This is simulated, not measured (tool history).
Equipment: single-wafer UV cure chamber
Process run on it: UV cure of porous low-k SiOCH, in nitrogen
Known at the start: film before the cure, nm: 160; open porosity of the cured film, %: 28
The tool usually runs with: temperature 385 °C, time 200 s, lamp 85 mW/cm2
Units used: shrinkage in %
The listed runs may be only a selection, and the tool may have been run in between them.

Run 1, hour 0: usual settings. Result: shrinkage 12.993 %.
Run 2, hour 12.4: usual settings. Result: shrinkage 13.221 %.
Run 3, hour 20.8: usual settings. Result: shrinkage 12.767 %.
Run 4, hour 32.7: usual settings but temperature 378 °C. Result: shrinkage 12.597 %.
Run 5, hour 48.8: usual settings but time 165 s. Result: shrinkage 11.523 %.
Run 6, hour 55.6: usual settings but time 165 s. Result: shrinkage 11.595 %.
Run 7, hour 61.9: usual settings but time 165 s. Result: shrinkage 11.489 %.
Run 8, hour 69: usual settings but temperature 391 °C, lamp 54 mW/cm2. Result: shrinkage 10.461 %.
Run 9, hour 85.6: usual settings but temperature 391 °C, lamp 54 mW/cm2. Result: shrinkage 10.163 %.
Run 10, hour 96: usual settings but lamp 100 mW/cm2. Result: shrinkage 13.465 %.
Run 11, hour 109: usual settings. Result: shrinkage 12.593 %.
Run 12, hour 121: usual settings but temperature 366 °C, lamp 125 mW/cm2. Result: shrinkage 14.115 %.
Run 13, hour 135.4: usual settings. Result: shrinkage 12.445 %.
At hour 151.4: quartz window cleaned.
Run 14, hour 151.9: usual settings but temperature 401 °C, time 135 s, lamp 105 mW/cm2. Result: shrinkage 11.617 %.
Run 15, hour 161.1: usual settings but temperature 370 °C, lamp 119 mW/cm2. Result: shrinkage 13.807 %.
Run 16, hour 176.8: usual settings. Result: shrinkage 12.21 %.
Run 17, hour 184.5: usual settings but temperature 398 °C, time 95 s, lamp 110 mW/cm2. Result: shrinkage 9.871 %.
At hour 200: UV bulbs replaced.
Run 18, hour 200.5: usual settings but time 255 s, lamp 119 mW/cm2. Result: shrinkage 18.15 %.
Run 19, hour 217.1: usual settings. Result: shrinkage 14.517 %.
Run 20, hour 226.6: usual settings but temperature 402 °C, time 260 s, lamp 56 mW/cm2. Result: shrinkage 13.919 %.
Run 21, hour 236.7: usual settings but lamp 101 mW/cm2. Result: shrinkage 15.634 %.
Run 22, hour 250.8: usual settings but temperature 378 °C, lamp 66 mW/cm2. Result: shrinkage 12.8 %.
Run 23, hour 258: usual settings but temperature 391 °C. Result: shrinkage 14.546 %.

Alternative continuations, all from the tool just after run 23; predict every row:
Run A, hour 258.5: usual settings. Result: shrinkage ?.
Run B, hour 258.5: usual settings but temperature 373 °C. Result: shrinkage ?.
Run C, hour 258.5: usual settings but time 135 s, lamp 62 mW/cm2. Result: shrinkage ?.
Run D, hour 258.5: usual settings but time 310 s, lamp 48 mW/cm2. Result: shrinkage ?.
Run E, hour 258.5: usual settings but temperature 379 °C, time 115 s, lamp 109 mW/cm2. Result: shrinkage ?.

run  shrinkage
  A       14.4
  B     14.123
  C     10.505
  D     13.651
  E     12.565
What these runs would have given with no unlogged condition in the tool:
run  shrinkage
  A     14.422
  B     14.144
  C     10.526
  D     13.673
  E     12.587

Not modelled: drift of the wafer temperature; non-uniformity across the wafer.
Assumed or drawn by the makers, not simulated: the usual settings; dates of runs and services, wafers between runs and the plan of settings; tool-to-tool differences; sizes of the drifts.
